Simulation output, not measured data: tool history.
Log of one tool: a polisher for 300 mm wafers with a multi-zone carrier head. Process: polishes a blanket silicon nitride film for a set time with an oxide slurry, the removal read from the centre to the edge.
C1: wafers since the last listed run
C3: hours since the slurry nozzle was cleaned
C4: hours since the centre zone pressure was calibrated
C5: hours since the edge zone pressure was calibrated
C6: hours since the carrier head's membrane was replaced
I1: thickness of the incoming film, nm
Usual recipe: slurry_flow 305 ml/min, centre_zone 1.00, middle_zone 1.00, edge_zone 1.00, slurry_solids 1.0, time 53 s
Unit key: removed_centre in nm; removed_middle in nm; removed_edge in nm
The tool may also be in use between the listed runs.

{"run": 1, "hour": 0.0, "slurry_flow": 305, "centre_zone": 0.97, "middle_zone": 1.0, "edge_zone": 1.06, "slurry_solids": 1.0, "time": 53, "C1": 0, "wafers polished on this pad": 879, "C3": 175.3, "C4": 83.1, "C5": 63.1, "C6": 134.7, "I1": 259.0, "removed_centre": 40.0, "removed_middle": 41.4, "removed_edge": 43.1}
{"run": 2, "hour": 15.0, "slurry_flow": 305, "centre_zone": 1.0, "middle_zone": 1.0, "edge_zone": 1.0, "slurry_solids": 1.0, "time": 53, "C1": 164, "wafers polished on this pad": 1043, "C3": 190.3, "C4": 98.1, "C5": 78.1, "C6": 149.7, "I1": 261.3, "removed_centre": 40.5, "removed_middle": 41.7, "removed_edge": 42.6}
{"run": 3, "hour": 32.2, "slurry_flow": 305, "centre_zone": 1.0, "middle_zone": 0.94, "edge_zone": 1.0, "slurry_solids": 0.9, "time": 53, "C1": 188, "wafers polished on this pad": 1231, "C3": 207.5, "C4": 115.3, "C5": 95.3, "C6": 166.9, "I1": 259.0, "removed_centre": 39.2, "removed_middle": 37.8, "removed_edge": 40.0}
{"run": 4, "hour": 38.6, "slurry_flow": 340, "centre_zone": 0.9, "middle_zone": 0.92, "edge_zone": 1.07, "slurry_solids": 1.0, "time": 53, "C1": 70, "wafers polished on this pad": 1301, "C3": 213.9, "C4": 121.7, "C5": 101.7, "C6": 173.3, "I1": 261.9, "removed_centre": 37.9, "removed_middle": 39.8, "removed_edge": 43.8}
{"hour": 47.6, "done": "worn pad replaced by a new one"}
{"run": 5, "hour": 52.6, "slurry_flow": 305, "centre_zone": 1.0, "middle_zone": 1.0, "edge_zone": 1.0, "slurry_solids": 1.0, "time": 53, "C1": 109, "wafers polished on this pad": 54, "C3": 227.9, "C4": 135.7, "C5": 115.7, "C6": 187.3, "I1": 259.3, "removed_centre": 40.8, "removed_middle": 41.2, "removed_edge": 42.4}
{"run": 6, "hour": 68.8, "slurry_flow": 340, "centre_zone": 1.0, "middle_zone": 1.0, "edge_zone": 0.96, "slurry_solids": 0.7, "time": 53, "C1": 177, "wafers polished on this pad": 231, "C3": 244.1, "C4": 151.9, "C5": 131.9, "C6": 203.5, "I1": 260.2, "removed_centre": 33.6, "removed_middle": 35.1, "removed_edge": 34.0}
{"run": 7, "hour": 81.6, "slurry_flow": 305, "centre_zone": 1.0, "middle_zone": 1.0, "edge_zone": 1.0, "slurry_solids": 1.0, "time": 53, "C1": 140, "wafers polished on this pad": 371, "C3": 256.9, "C4": 164.7, "C5": 144.7, "C6": 216.3, "I1": 256.1, "removed_centre": 40.8, "removed_middle": 41.6, "removed_edge": 41.3}
{"run": 8, "hour": 103.7, "slurry_flow": 370, "centre_zone": 1.0, "middle_zone": 0.93, "edge_zone": 1.0, "slurry_solids": 1.0, "time": 53, "C1": 241, "wafers polished on this pad": 613, "C3": 279.0, "C4": 186.8, "C5": 166.8, "C6": 238.4, "I1": 260.6, "removed_centre": 40.5, "removed_middle": 39.8, "removed_edge": 42.5}
{"run": 9, "hour": 110.8, "slurry_flow": 305, "centre_zone": 1.0, "middle_zone": 1.0, "edge_zone": 1.0, "slurry_solids": 1.0, "time": 53, "C1": 77, "wafers polished on this pad": 691, "C3": 286.1, "C4": 193.9, "C5": 173.9, "C6": 245.5, "I1": 255.1, "removed_centre": 39.7, "removed_middle": 41.2, "removed_edge": 41.9}
{"run": 10, "hour": 125.2, "slurry_flow": 305, "centre_zone": 1.11, "middle_zone": 1.0, "edge_zone": 1.0, "slurry_solids": 1.0, "time": 37, "C1": 157, "wafers polished on this pad": 848, "C3": 300.5, "C4": 208.3, "C5": 188.3, "C6": 259.9, "I1": 263.0, "removed_centre": 31.0, "removed_middle": 28.7, "removed_edge": 29.5}
{"run": 11, "hour": 134.1, "slurry_flow": 305, "centre_zone": 1.0, "middle_zone": 0.94, "edge_zone": 1.1, "slurry_solids": 0.8, "time": 53, "C1": 97, "wafers polished on this pad": 946, "C3": 309.4, "C4": 217.2, "C5": 197.2, "C6": 268.8, "I1": 262.7, "removed_centre": 35.2, "removed_middle": 35.7, "removed_edge": 39.1}
{"run": 12, "hour": 146.6, "slurry_flow": 395, "centre_zone": 1.0, "middle_zone": 1.0, "edge_zone": 1.06, "slurry_solids": 1.0, "time": 53, "C1": 136, "wafers polished on this pad": 1083, "C3": 321.9, "C4": 229.7, "C5": 209.7, "C6": 281.3, "I1": 257.2, "removed_centre": 40.2, "removed_middle": 41.4, "removed_edge": 43.5}
{"hour": 152.9, "done": "worn pad replaced by a new one"}
{"run": 13, "hour": 153.4, "slurry_flow": 305, "centre_zone": 1.0, "middle_zone": 1.0, "edge_zone": 1.0, "slurry_solids": 0.8, "time": 53, "C1": 30, "wafers polished on this pad": 5, "C3": 328.7, "C4": 236.5, "C5": 216.5, "C6": 288.1, "I1": 259.2, "removed_centre": 35.4, "removed_middle": 38.0, "removed_edge": 38.1}
{"run": 14, "hour": 164.1, "slurry_flow": 305, "centre_zone": 1.0, "middle_zone": 1.0, "edge_zone": 1.0, "slurry_solids": 1.0, "time": 53, "C1": 117, "wafers polished on this pad": 122, "C3": 339.4, "C4": 247.2, "C5": 227.2, "C6": 298.8, "I1": 259.2, "removed_centre": 40.4, "removed_middle": 41.2, "removed_edge": 42.1}

Estimate the outcome of run 15 from the log above:
{"run": 15, "hour": 179.1, "slurry_flow": 305, "centre_zone": 1.07, "middle_zone": 1.08, "edge_zone": 1.0, "slurry_solids": 1.1, "time": 53, "C1": 164, "wafers polished on this pad": 287, "C3": 354.4, "C4": 262.2, "C5": 242.2, "C6": 313.8, "I1": 263.2, "removed_centre": "?", "removed_middle": "?", "removed_edge": "?"}

For run 15 the tool returned removed_centre 44.0 nm, removed_middle 47.7 nm, removed_edge 44.4 nm.
With the hidden condition absent and the run-to-run variation left alone, this run would have shown removed_centre 46.4 nm, removed_middle 47.7 nm, removed_edge 44.4 nm.
